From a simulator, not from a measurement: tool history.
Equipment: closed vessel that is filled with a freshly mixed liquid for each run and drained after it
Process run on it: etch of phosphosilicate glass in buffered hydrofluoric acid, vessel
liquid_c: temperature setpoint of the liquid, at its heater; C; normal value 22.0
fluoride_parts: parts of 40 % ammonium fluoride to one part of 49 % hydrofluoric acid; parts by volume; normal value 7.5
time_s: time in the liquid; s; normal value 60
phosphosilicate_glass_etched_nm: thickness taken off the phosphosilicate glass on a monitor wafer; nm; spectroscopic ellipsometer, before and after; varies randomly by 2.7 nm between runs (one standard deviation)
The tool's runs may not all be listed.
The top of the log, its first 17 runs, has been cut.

run   hour  liquid_c  fluoride_parts  time_s  read-back film thickness of the phosphosilicate glass reference wafer, read on the same gauge (nm)  phosphosilicate_glass_etched_nm
     200.5  -- gauge calibrated
 18  206.8      20.0             8.5      45                                                                                               29.98                           224.91
 19  223.4      25.5             7.5      60                                                                                               30.01                           454.55
     242.4  -- thermometer replaced
 20  255.9      20.5             7.5      80                                                                                               30.01                           407.90
 21  295.1      23.5            10.0      60                                                                                               30.02                           277.45
 22  302.1      22.0             7.5      60                                                                                               30.00                           334.71
 23  319.8      22.0             9.0      45                                                                                               29.99                           206.26
 24  329.0      22.0             9.5      60                                                                                               29.97                           265.17
 25  342.0      22.0             7.5      60                                                                                               30.02                           338.71
 26  354.0      22.0             7.5      60                                                                                               29.99                           336.67
 27  369.9      17.5             7.5      70                                                                                               29.99                           304.83
 28  385.9      26.5             6.5      95                                                                                               29.99                           786.39
 29  403.7      22.0             7.5      60                                                                                               30.00                           331.97
 30  413.2      23.5             6.0      85                                                                                               30.00                           634.05
 31  430.1      22.0             7.5      35                                                                                               29.99                           200.02

Predict each of these 5 candidate next runs independently; none follows another, all start after run 31:
  A  430.8      22.0             7.5      75                                                                                                   ?                                ?
  B  430.8      22.0             9.0      90                                                                                                   ?                                ?
  C  430.8      27.0             7.5      30                                                                                                   ?                                ?
  D  430.8      18.5             7.5      60                                                                                                   ?                                ?
  E  430.8      20.0             5.5      60                                                                                                   ?                                ?

run  read-back film thickness of the phosphosilicate glass reference wafer, read on the same gauge (nm)  phosphosilicate_glass_etched_nm
  A                                                                                               30.00                           415.33
  B                                                                                               30.00                           409.04
  C                                                                                               30.00                           217.70
  D                                                                                               30.00                           273.49
  E                                                                                               30.00                           394.35
With no hidden state in the tool, these same runs would have given:
run  phosphosilicate_glass_etched_nm
  A                           401.83
  B                           395.73
  C                           210.85
  D                           264.40
  E                           381.38
